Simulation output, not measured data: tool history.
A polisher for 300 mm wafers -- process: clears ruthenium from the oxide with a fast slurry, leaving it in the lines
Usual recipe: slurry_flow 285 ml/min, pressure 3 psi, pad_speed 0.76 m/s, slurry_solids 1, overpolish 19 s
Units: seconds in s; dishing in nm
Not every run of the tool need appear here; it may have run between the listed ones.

run,hour,slurry_flow,pressure,pad_speed,slurry_solids,overpolish,"incoming thickness of the incoming film, nm",seconds,dishing
1,0,285,3,0.76,1,19,223.8,98.1,33.7
2,10.4,285,3,0.76,1,19,221.8,97.4,34.2
# hour 18.5: worn pad replaced by a new one
3,23.9,285,3,0.76,1,19,222.2,90.2,35.2
4,39.7,285,3,0.76,1,19,220.3,90.9,35.7
5,55.8,285,3,0.76,1,19,216.9,95,34.9
6,63,285,3,0.76,1,19,219.2,96,34.7
# hour 73.1: head pressure recalibrated
7,73.6,285,3,0.76,1,19,218.7,97.1,33
8,86.6,285,3,0.76,1,19,215.2,100.8,33.1
9,95.9,285,3,0.76,1,19,222.7,104.4,32.5
# hour 103.5: worn pad replaced by a new one
10,107.9,285,3,0.76,0.8,19,218.8,103.3,32.2
# hour 113.6: slurry blender recalibrated
11,116.4,285,3,0.76,0.8,19,222.2,89.4,36.5
12,128.5,285,3,0.76,1,19,220.4,84.2,37.8
13,136,285,3,0.76,1,19,219.9,81.6,39.1
14,151.6,285,3,0.88,0.8,19,219.7,83.8,38.5
15,168.7,285,3,0.58,0.7,19,219.8,131.7,26.2
# hour 175.4: worn pad replaced by a new one
16,176.1,285,3.9,0.76,1,19,222.5,62.2,46.2
17,192.4,285,3,0.76,1,19,223,83.9,37.3
18,208.8,285,2.1,0.92,1,10,220.4,100.7,19.1
19,216.2,285,3,0.76,1,19,216.9,85.2,37.4
20,230.3,285,3,0.76,1,19,224,91.9,34.7
# hour 243.9: worn pad replaced by a new one
21,244.4,285,3,0.76,1,27,218.9,82.1,51.8
# hour 250.8: slurry nozzle cleaned
22,251.3,335,3,0.56,1,19,218,105.7,29.8
23,267,285,3,0.76,0.75,19,221.8,100.9,33.2
24,284,285,3,0.76,1,19,224.6,89.5,35.7
25,296,285,3,0.76,1,19,216.8,91.3,35.5
# hour 309.9: worn pad replaced by a new one
26,313.6,345,3,0.92,1,22,224.5,70.7,48.4

The next listed run, before its measurement:
27,330.8,285,3,0.76,1,11,219.4,?,?

seconds: 87.1 s
dishing: 23 nm
Without the tool's hidden state the same run would have given seconds 77.6 s, dishing 25.3 nm.
